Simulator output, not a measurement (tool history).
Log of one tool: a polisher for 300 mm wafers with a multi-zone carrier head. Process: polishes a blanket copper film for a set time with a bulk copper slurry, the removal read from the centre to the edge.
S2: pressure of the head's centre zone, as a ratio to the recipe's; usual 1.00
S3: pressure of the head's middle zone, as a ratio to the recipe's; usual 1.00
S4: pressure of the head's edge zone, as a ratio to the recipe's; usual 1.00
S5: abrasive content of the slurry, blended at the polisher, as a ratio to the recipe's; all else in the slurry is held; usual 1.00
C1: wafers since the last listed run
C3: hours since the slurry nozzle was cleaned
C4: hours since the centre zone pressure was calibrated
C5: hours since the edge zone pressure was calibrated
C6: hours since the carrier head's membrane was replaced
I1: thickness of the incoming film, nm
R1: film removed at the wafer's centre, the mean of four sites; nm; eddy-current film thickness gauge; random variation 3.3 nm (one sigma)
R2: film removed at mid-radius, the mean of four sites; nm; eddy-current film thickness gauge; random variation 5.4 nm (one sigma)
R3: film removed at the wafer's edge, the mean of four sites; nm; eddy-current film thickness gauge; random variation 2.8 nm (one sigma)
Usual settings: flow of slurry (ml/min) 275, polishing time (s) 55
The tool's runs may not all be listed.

run 1 day=0.000 | flow_of_slurry_(ml/min)=220 S2=1.00 S3=1.00 S4=1.00 S5=1.00 polishing_time_(s)=55 | C1=0 wafers_polished_on_this_pad=3998 C3=529.0 C4=388.1 C5=47.7 C6=149.6 | I1=3074.2 | R1=318.4 R2=330.3 R3=338.8
-- day=1.317 slurry nozzle cleaned
run 2 day=2.738 | flow_of_slurry_(ml/min)=205 S2=1.07 S3=1.00 S4=0.96 S5=1.00 polishing_time_(s)=55 | C1=714 wafers_polished_on_this_pad=4713 C3=34.1 C4=453.8 C5=113.4 C6=215.3 | I1=2989.9 | R1=375.0 R2=362.7 R3=349.0
-- day=4.450 worn pad replaced by a new one
run 3 day=5.917 | flow_of_slurry_(ml/min)=275 S2=0.93 S3=1.00 S4=1.00 S5=1.00 polishing_time_(s)=55 | C1=798 wafers_polished_on_this_pad=388 C3=110.4 C4=530.1 C5=189.7 C6=291.6 | I1=2983.9 | R1=342.6 R2=363.7 R3=364.4
run 4 day=7.000 | flow_of_slurry_(ml/min)=275 S2=1.00 S3=1.00 S4=1.00 S5=1.00 polishing_time_(s)=55 | C1=287 wafers_polished_on_this_pad=676 C3=136.4 C4=556.1 C5=215.7 C6=317.6 | I1=3023.7 | R1=357.5 R2=370.8 R3=360.4
run 5 day=14.179 | flow_of_slurry_(ml/min)=275 S2=1.00 S3=1.00 S4=1.03 S5=1.00 polishing_time_(s)=55 | C1=1904 wafers_polished_on_this_pad=2580 C3=308.7 C4=728.4 C5=388.0 C6=489.9 | I1=2967.9 | R1=344.0 R2=354.9 R3=361.0
run 6 day=19.562 | flow_of_slurry_(ml/min)=275 S2=1.00 S3=1.00 S4=1.00 S5=1.00 polishing_time_(s)=55 | C1=1427 wafers_polished_on_this_pad=4008 C3=437.9 C4=857.6 C5=517.2 C6=619.1 | I1=3033.1 | R1=349.7 R2=350.2 R3=351.0
-- day=20.017 centre zone pressure recalibrated
run 7 day=21.621 | flow_of_slurry_(ml/min)=330 S2=1.10 S3=1.00 S4=0.93 S5=1.00 polishing_time_(s)=55 | C1=523 wafers_polished_on_this_pad=4531 C3=487.3 C4=38.5 C5=566.6 C6=668.5 | I1=3037.4 | R1=394.6 R2=363.1 R3=348.0
-- day=24.029 slurry nozzle cleaned
run 8 day=24.512 | flow_of_slurry_(ml/min)=275 S2=1.03 S3=1.00 S4=1.09 S5=1.00 polishing_time_(s)=55 | C1=755 wafers_polished_on_this_pad=5287 C3=11.6 C4=107.9 C5=636.0 C6=737.9 | I1=3001.8 | R1=382.6 R2=381.8 R3=384.7
run 9 day=27.288 | flow_of_slurry_(ml/min)=275 S2=1.00 S3=1.00 S4=0.94 S5=1.00 polishing_time_(s)=55 | C1=735 wafers_polished_on_this_pad=6023 C3=78.2 C4=174.5 C5=702.6 C6=804.5 | I1=2990.3 | R1=368.7 R2=364.7 R3=355.2
-- day=28.062 worn pad replaced by a new one
run 10 day=29.192 | flow_of_slurry_(ml/min)=275 S2=1.00 S3=1.00 S4=1.00 S5=1.10 polishing_time_(s)=55 | C1=460 wafers_polished_on_this_pad=299 C3=123.9 C4=220.2 C5=748.3 C6=850.2 | I1=2988.5 | R1=376.4 R2=370.9 R3=376.9
run 11 day=32.083 | flow_of_slurry_(ml/min)=275 S2=1.00 S3=1.11 S4=1.00 S5=1.00 polishing_time_(s)=55 | C1=766 wafers_polished_on_this_pad=1066 C3=193.3 C4=289.6 C5=817.7 C6=919.6 | I1=3013.6 | R1=351.6 R2=392.7 R3=356.9
run 12 day=34.833 | flow_of_slurry_(ml/min)=310 S2=0.93 S3=1.00 S4=1.00 S5=0.70 polishing_time_(s)=72 | C1=729 wafers_polished_on_this_pad=1795 C3=259.3 C4=355.6 C5=883.7 C6=985.6 | I1=2987.4 | R1=376.7 R2=414.9 R3=405.0
run 13 day=37.242 | flow_of_slurry_(ml/min)=250 S2=0.96 S3=1.07 S4=1.00 S5=1.00 polishing_time_(s)=55 | C1=638 wafers_polished_on_this_pad=2434 C3=317.1 C4=413.4 C5=941.5 C6=1043.4 | I1=3030.5 | R1=329.1 R2=367.3 R3=351.8
-- day=37.808 carrier head's membrane replaced by a new one
run 14 day=38.746 | flow_of_slurry_(ml/min)=245 S2=1.00 S3=1.00 S4=1.00 S5=1.00 polishing_time_(s)=55 | C1=343 wafers_polished_on_this_pad=2778 C3=353.2 C4=449.5 C5=977.6 C6=22.5 | I1=2962.5 | R1=344.8 R2=339.5 R3=350.1
run 15 day=40.946 | flow_of_slurry_(ml/min)=275 S2=0.94 S3=1.00 S4=1.00 S5=1.00 polishing_time_(s)=40 | C1=583 wafers_polished_on_this_pad=3361 C3=406.0 C4=502.3 C5=1030.4 C6=75.3 | I1=2964.6 | R1=232.1 R2=262.1 R3=258.0
run 16 day=43.092 | flow_of_slurry_(ml/min)=275 S2=1.00 S3=1.00 S4=1.00 S5=1.00 polishing_time_(s)=55 | C1=569 wafers_polished_on_this_pad=3930 C3=457.5 C4=553.8 C5=1081.9 C6=126.8 | I1=3016.8 | R1=347.7 R2=348.6 R3=358.3
run 17 day=45.633 | flow_of_slurry_(ml/min)=275 S2=1.00 S3=0.94 S4=1.00 S5=1.00 polishing_time_(s)=69 | C1=674 wafers_polished_on_this_pad=4604 C3=518.5 C4=614.8 C5=1142.9 C6=187.8 | I1=3041.5 | R1=432.5 R2=417.9 R3=436.8
-- day=46.179 slurry nozzle cleaned
run 18 day=46.888 | flow_of_slurry_(ml/min)=315 S2=1.00 S3=1.00 S4=1.00 S5=1.00 polishing_time_(s)=55 | C1=321 wafers_polished_on_this_pad=4926 C3=17.0 C4=644.9 C5=1173.0 C6=217.9 | I1=2978.6 | R1=375.2 R2=387.8 R3=375.0
run 19 day=48.942 | flow_of_slurry_(ml/min)=275 S2=1.00 S3=1.00 S4=0.92 S5=1.00 polishing_time_(s)=55 | C1=544 wafers_polished_on_this_pad=5471 C3=66.3 C4=694.2 C5=1222.3 C6=267.2 | I1=2994.5 | R1=362.6 R2=375.1 R3=350.3
run 20 day=50.142 | flow_of_slurry_(ml/min)=275 S2=1.00 S3=1.00 S4=1.00 S5=1.30 polishing_time_(s)=64 | C1=318 wafers_polished_on_this_pad=5789 C3=95.1 C4=723.0 C5=1251.1 C6=296.0 | I1=3022.5 | R1=462.4 R2=468.5 R3=464.2

Hidden state or all else? Some run-to-run changes of R1, split into what the settings, what came in and random variation would give without the hidden state, and what is left for the hidden state (with any gauge scatter that isn't in both results):
The hidden state here: removal rate lost through wear of the pad, %; slurry flow missing at the pad, %; deviation of the centre zone's pressure from its setpoint, %; deviation of the edge zone's pressure from its setpoint, %.
Run 1 -> 2: flow of slurry (ml/min) 220 -> 205, S2 1.00 -> 1.07, S4 1.00 -> 0.96, slurry nozzle cleaned. R1 +56.6 nm: hidden state +37.6, all else +19.0.
Run 14 -> 15: flow of slurry (ml/min) 245 -> 275, S2 1.00 -> 0.94, polishing time (s) 55 -> 40. R1 -112.7 nm: hidden state +10.8, all else -123.5.
Run 15 -> 16: S2 0.94 -> 1.00, polishing time (s) 40 -> 55. R1 +115.6 nm: hidden state -10.4, all else +126.0.
Run 17 -> 18: flow of slurry (ml/min) 275 -> 315, S3 0.94 -> 1.00, polishing time (s) 69 -> 55, slurry nozzle cleaned. R1 -57.3 nm: hidden state +34.8, all else -92.1.
